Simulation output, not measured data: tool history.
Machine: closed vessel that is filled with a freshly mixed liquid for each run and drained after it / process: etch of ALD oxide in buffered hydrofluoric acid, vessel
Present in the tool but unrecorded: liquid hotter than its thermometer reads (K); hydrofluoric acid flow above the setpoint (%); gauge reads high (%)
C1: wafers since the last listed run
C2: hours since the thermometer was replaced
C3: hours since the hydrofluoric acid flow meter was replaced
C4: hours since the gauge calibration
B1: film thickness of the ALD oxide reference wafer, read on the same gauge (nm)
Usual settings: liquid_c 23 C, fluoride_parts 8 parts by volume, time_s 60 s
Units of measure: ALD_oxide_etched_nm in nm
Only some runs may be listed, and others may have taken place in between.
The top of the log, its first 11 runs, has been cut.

{"run": 12, "day": 13.5, "liquid_c": 23, "fluoride_parts": 8, "time_s": 60, "C1": 3622, "C2": 2236.2, "C3": 922.9, "C4": 723.2, "B1": 60.0, "ALD_oxide_etched_nm": 258.22}
{"run": 13, "day": 14.942, "liquid_c": 23, "fluoride_parts": 8, "time_s": 40, "C1": 3633, "C2": 2270.8, "C3": 957.5, "C4": 757.8, "B1": 60.0, "ALD_oxide_etched_nm": 172.58}
{"run": 14, "day": 16.025, "liquid_c": 23, "fluoride_parts": 8, "time_s": 60, "C1": 2730, "C2": 2296.8, "C3": 983.5, "C4": 783.8, "B1": 60.0, "ALD_oxide_etched_nm": 258.55}
{"run": 15, "day": 17.238, "liquid_c": 23, "fluoride_parts": 8, "time_s": 60, "C1": 3055, "C2": 2325.9, "C3": 1012.6, "C4": 812.9, "B1": 59.99, "ALD_oxide_etched_nm": 259.55}
{"run": 16, "day": 18.667, "liquid_c": 26, "fluoride_parts": 8, "time_s": 60, "C1": 3601, "C2": 2360.2, "C3": 1046.9, "C4": 847.2, "B1": 60.04, "ALD_oxide_etched_nm": 304.58}
{"day": 18.754, "done": "hydrofluoric acid flow meter replaced"}
{"run": 17, "day": 19.425, "liquid_c": 20, "fluoride_parts": 8, "time_s": 60, "C1": 1806, "C2": 2378.4, "C3": 16.1, "C4": 865.4, "B1": 59.98, "ALD_oxide_etched_nm": 221.47}
{"run": 18, "day": 20.554, "liquid_c": 23, "fluoride_parts": 8, "time_s": 60, "C1": 2845, "C2": 2405.5, "C3": 43.2, "C4": 892.5, "B1": 59.99, "ALD_oxide_etched_nm": 259.48}
{"run": 19, "day": 21.462, "liquid_c": 23, "fluoride_parts": 8, "time_s": 60, "C1": 2289, "C2": 2427.3, "C3": 65.0, "C4": 914.3, "B1": 60.02, "ALD_oxide_etched_nm": 259.24}

The next listed run, before its measurement:
{"run": 20, "day": 22.546, "liquid_c": 23, "fluoride_parts": 8, "time_s": 60, "C1": 2730, "C2": 2453.3, "C3": 91.0, "C4": 940.3, "B1": "?", "ALD_oxide_etched_nm": "?"}

Logged for run 20: B1 59.98, ALD_oxide_etched_nm 260.37 nm.
With the hidden condition absent and the run-to-run variation left alone, this run would have shown ALD_oxide_etched_nm 243.98 nm.
